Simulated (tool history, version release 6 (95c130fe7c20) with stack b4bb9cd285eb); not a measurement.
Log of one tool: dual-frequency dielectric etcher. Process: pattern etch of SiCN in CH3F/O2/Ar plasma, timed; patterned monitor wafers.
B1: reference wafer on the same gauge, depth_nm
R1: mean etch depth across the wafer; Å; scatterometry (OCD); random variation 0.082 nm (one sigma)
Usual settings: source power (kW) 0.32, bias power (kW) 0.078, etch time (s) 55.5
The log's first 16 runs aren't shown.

{"run": 17, "day": 32.675, "source power (kW)": 0.32, "bias power (kW)": 0.078, "etch time (s)": 55.5, "B1": 18.45, "R1": 210}
{"day": 32.996, "done": "bias power generator calibrated"}
{"run": 18, "day": 34.462, "source power (kW)": 0.32, "bias power (kW)": 0.078, "etch time (s)": 55.5, "B1": 18.43, "R1": 210.2}
{"day": 35.612, "done": "source power generator calibrated"}
{"run": 19, "day": 36.533, "source power (kW)": 0.32, "bias power (kW)": 0.078, "etch time (s)": 40.5, "B1": 18.46, "R1": 152.9}
{"run": 20, "day": 37.629, "source power (kW)": 0.34, "bias power (kW)": 0.065, "etch time (s)": 47, "B1": 18.46, "R1": 172.6}
{"run": 21, "day": 39.142, "source power (kW)": 0.26, "bias power (kW)": 0.096, "etch time (s)": 55.5, "B1": 18.45, "R1": 208.8}
{"run": 22, "day": 40.8, "source power (kW)": 0.38, "bias power (kW)": 0.098, "etch time (s)": 64.5, "B1": 18.4, "R1": 275.2}
{"run": 23, "day": 42.529, "source power (kW)": 0.32, "bias power (kW)": 0.078, "etch time (s)": 55.5, "B1": 18.46, "R1": 211.5}
{"run": 24, "day": 44.554, "source power (kW)": 0.32, "bias power (kW)": 0.097, "etch time (s)": 67, "B1": 18.4, "R1": 268.9}

The next listed run, before its measurement:
{"run": 25, "day": 45.929, "source power (kW)": 0.32, "bias power (kW)": 0.078, "etch time (s)": 55.5, "B1": "?", "R1": "?"}

{"run 25": {"B1": 18.44, "R1": 207.8}}
Without the tool's hidden state the same run would have given R1 210 Å.
